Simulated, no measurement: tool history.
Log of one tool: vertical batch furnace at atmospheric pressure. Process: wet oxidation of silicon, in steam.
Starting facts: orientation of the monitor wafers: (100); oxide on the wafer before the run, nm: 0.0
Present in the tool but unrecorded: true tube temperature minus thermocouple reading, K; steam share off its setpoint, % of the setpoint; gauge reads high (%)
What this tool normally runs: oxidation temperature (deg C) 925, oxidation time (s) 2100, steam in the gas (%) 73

run	hour	oxidation temperature (deg C)	oxidation time (s)	steam in the gas (%)	wafers since the last listed run	hours since the last temperature calibration	hours since the steam generator was serviced	hours since the gauge calibration	read-back reference wafer on the same gauge, thickness	oxide thickness on the monitor wafer (Å)
1	0	905	2100	73	0	2051.1	2819.5	333.6	87.91	715.5
2	64.2	905	2100	73	822	2115.3	2883.7	397.8	88	710.6
3	95.9	925	1590	77	406	2147	2915.4	429.5	87.9	757.3
4	147	925	1590	77	654	2198.1	2966.5	480.6	88.04	756.7
5	321.2	925	2100	73	2231	2372.3	3140.7	654.8	87.87	925
6	361.3	925	2100	73	513	2412.4	3180.8	694.9	87.87	928.4
7	411.3	925	2100	73	640	2462.4	3230.8	744.9	87.87	924.3
# hour 422.3: gauge calibrated
8	444.2	925	2100	73	421	2495.3	3263.7	21.9	87.97	931.2
9	476.7	925	2100	73	416	2527.8	3296.2	54.4	87.82	922.9
# hour 501.6: steam generator serviced
10	510.9	939	1380	65	130	2562	9.3	88.6	87.86	707.6
11	562.4	925	1620	73	659	2613.5	60.8	140.1	87.95	764.2
# hour 597.9: thermocouples replaced and temperature profile calibrated
12	598.4	925	1590	77	153	0.5	96.8	176.1	87.86	795.8
13	629.7	948	2610	80	400	31.8	128.1	207.4	87.82	1653.6
14	660	925	2100	81	388	62.1	158.4	237.7	87.96	1073.6
15	723.1	914	2100	65	808	125.2	221.5	300.8	87.94	761.6
16	759.5	946	2100	73	466	161.6	257.9	337.2	87.82	1243.4

What does the tool deliver on the next run?
17	801.9	903	1500	67	543	204	300.3	379.6	?	?

read-back reference wafer on the same gauge, thickness: 87.86
oxide thickness on the monitor wafer (Å): 485.8
Minus the tool's unlogged condition, the same run would have read oxide thickness on the monitor wafer (Å) 488.7.

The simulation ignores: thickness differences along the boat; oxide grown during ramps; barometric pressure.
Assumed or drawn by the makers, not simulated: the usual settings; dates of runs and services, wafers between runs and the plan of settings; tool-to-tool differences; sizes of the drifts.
